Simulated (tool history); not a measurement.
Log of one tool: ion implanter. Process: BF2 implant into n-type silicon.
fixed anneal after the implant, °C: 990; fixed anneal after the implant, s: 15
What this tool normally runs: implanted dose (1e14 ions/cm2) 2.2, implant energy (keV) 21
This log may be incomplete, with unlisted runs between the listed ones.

run   hour  implanted dose (1e14 ions/cm2)  implant energy (keV)  wafers since the last listed run  hours since the last dose calibration  hours since the extraction supply was calibrated  hours since the gauge calibration  read-back reference wafer on the same gauge, sheet resistance  sheet resistance of the implanted and annealed layer (ohm/square)
  1      0                             2.2                    21                                 0                                 1463.5                                            4085.5                              109.3                                                         399.17                                                             444.64
  2   11.6                             2.2                    21                               152                                 1475.1                                            4097.1                              120.9                                                         399.02                                                             443.14
  3   26.1                             2.2                    21                               190                                 1489.6                                            4111.6                              135.4                                                         398.59                                                             445.58
  4     43                             2.2                    21                               222                                 1506.5                                            4128.5                              152.3                                                         398.66                                                             443.46
  5   52.3                             2.2                    16                               122                                 1515.8                                            4137.8                              161.6                                                         399.34                                                             456.43
  6   69.6                             2.2                    16                               227                                 1533.1                                            4155.1                              178.9                                                         399.13                                                             455.94
  7   87.1                             2.2                    16                               230                                 1550.6                                            4172.6                              196.4                                                         399.07                                                             454.46
     106.3  -- Faraday cup replaced and dose calibrated
  8  106.8                            2.65                    21                               153                                    0.5                                            4192.3                              216.1                                                         398.87                                                             397.98
  9  110.6                            2.65                    21                                50                                    4.3                                            4196.1                              219.9                                                         399.06                                                              398.4
     127.5  -- extraction supply calibrated
 10    128                            2.65                    21                               123                                   21.7                                               0.5                              237.3                                                         399.03                                                             398.43
 11  128.3                             2.2                    21                                 3                                     22                                               0.8                              237.6                                                         398.93                                                             465.08
 12  137.1                             2.2                    21                               115                                   30.8                                               9.6                              246.4                                                         398.83                                                             465.96
     144.6  -- gauge calibrated
 13  154.4                            2.65                    14                               227                                   48.1                                              26.9                                9.8                                                         399.17                                                             421.55
 14  170.3                             2.2                    21                               209                                     64                                              42.8                               25.7                                                         398.84                                                             465.61
 15  183.9                             2.2                    21                               178                                   77.6                                              56.4                               39.3                                                         399.12                                                             465.63
 16  196.4                             2.2                    28                               164                                   90.1                                              68.9                               51.8                                                         398.83                                                             458.23
 17  204.4                             2.2                    28                               105                                   98.1                                              76.9                               59.8                                                         398.83                                                             456.36
 18  215.7                            2.81                    16                               148                                  109.4                                              88.2                               71.1                                                         399.12                                                             392.13
 19  223.4                             2.2                    21                               101                                  117.1                                              95.9                               78.8                                                         399.22                                                             466.81
 20  233.9                            1.98                    27                               138                                  127.6                                             106.4                               89.3                                                         399.19                                                             499.62
 21  243.6                            1.96                  25.5                               127                                  137.3                                             116.1                                 99                                                         399.11                                                             506.08
 22    253                            2.64                    16                               123                                  146.7                                             125.5                              108.4                                                         399.22                                                             412.38
 23  262.1                            1.83                  18.5                               119                                  155.8                                             134.6                              117.5                                                          398.9                                                             555.99
 24    276                            2.03                  26.5                               182                                  169.7                                             148.5                              131.4                                                         398.78                                                             491.18

How the hidden state differs across the entries between the runs, from the last listed run before each to the first after it:
In the gap between runs 7 and 8: Faraday cup replaced and dose calibrated (hour 106.3)
  deviation of the true dose from the Faraday cup's reading, %: 6.06 -> -0.325
  measured value less the no-hidden-state value, sheet resistance of the implanted and annealed layer (ohm/square): -23.11 -> +1.06
In the gap between runs 9 and 10: extraction supply calibrated (hour 127.5)
  deviation of the true dose from the Faraday cup's reading, %: -0.325 -> -0.324
  measured value less the no-hidden-state value, sheet resistance of the implanted and annealed layer (ohm/square): +1.07 -> +1.07
In the gap between runs 12 and 13: gauge calibrated (hour 144.6)
  deviation of the true dose from the Faraday cup's reading, %: -0.322 -> -0.319
  measured value less the no-hidden-state value, sheet resistance of the implanted and annealed layer (ohm/square): +1.29 -> +1.04
